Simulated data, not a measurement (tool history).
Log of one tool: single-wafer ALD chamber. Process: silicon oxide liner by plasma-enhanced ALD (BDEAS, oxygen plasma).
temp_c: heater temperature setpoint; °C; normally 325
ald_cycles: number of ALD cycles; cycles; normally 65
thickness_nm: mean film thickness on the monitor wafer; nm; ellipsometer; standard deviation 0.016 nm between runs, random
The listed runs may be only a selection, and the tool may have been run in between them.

run   hour  temp_c  ald_cycles  wafers since the last listed run  hours since the last thermocouple change  hours since the gauge calibration  read-back reference wafer on the same gauge, thickness_nm  thickness_nm
  1    0.0     325          65                                 0                                    1995.5                              106.6                                                      6.594         6.408
  2   12.9     325          65                                44                                    2008.4                              119.5                                                      6.594         6.446
  3   28.7     335          68                                54                                    2024.2                              135.3                                                      6.590         6.602
  4   39.8     335          68                                38                                    2035.3                              146.4                                                      6.588         6.587
  5   88.6     335          68                               168                                    2084.1                              195.2                                                      6.573         6.557
  6   95.0     325          65                                22                                    2090.5                              201.6                                                      6.573         6.391
     107.4  -- thermocouple changed; heater temperature recalibrated
  7  109.2     325          65                                21                                       1.8                              215.8                                                      6.572         6.398
  8  120.1     325          65                                37                                      12.7                              226.7                                                      6.565         6.378
  9  127.7     325          65                                26                                      20.3                              234.3                                                      6.567         6.353
 10  141.5     325          65                                47                                      34.1                              248.1                                                      6.560         6.367
 11  148.8     314          61                                25                                      41.4                              255.4                                                      6.557         6.081
 12  165.2     332          77                                56                                      57.8                              271.8                                                      6.553         7.415
 13  177.0     325          54                                40                                      69.6                              283.6                                                      6.550         5.265
     189.2  -- gauge calibrated
 14  198.5     321          65                                74                                      91.1                                9.3                                                      6.626         6.468
 15  211.4     325          69                                44                                     104.0                               22.2                                                      6.623         6.809
 16  221.7     325          65                                35                                     114.3                               32.5                                                      6.622         6.445
 17  238.6     325          74                                58                                     131.2                               49.4                                                      6.611         7.307
 18  253.0     325          77                                49                                     145.6                               63.8                                                      6.612         7.600
 19  265.5     325          65                                43                                     158.1                               76.3                                                      6.604         6.417
 20  283.3     325          65                                61                                     175.9                               94.1                                                      6.606         6.404
 21  289.6     335          68                                21                                     182.2                              100.4                                                      6.603         6.605

Selected run-to-run steps in thickness_nm, each split into two signed amounts: the part the tool would show with no hidden state at all (from settings, incoming material and random variation), and the remainder, which goes to the hidden state together with any gauge scatter not common to the measured and the hidden-state-free results:
The hidden state here: wafer temperature above the value expected at the setpoint (K); gauge reads high (%).
Run 11 -> 12: temp_c 314 -> 332, ald_cycles 61 -> 77. thickness_nm +1.334 nm: hidden state -0.019, all else +1.353.
Run 12 -> 13: temp_c 332 -> 325, ald_cycles 77 -> 54. thickness_nm -2.150 nm: hidden state +0.021, all else -2.171.
Run 13 -> 14: temp_c 325 -> 321, ald_cycles 54 -> 65, gauge calibrated. thickness_nm +1.203 nm: hidden state +0.059, all else +1.144.
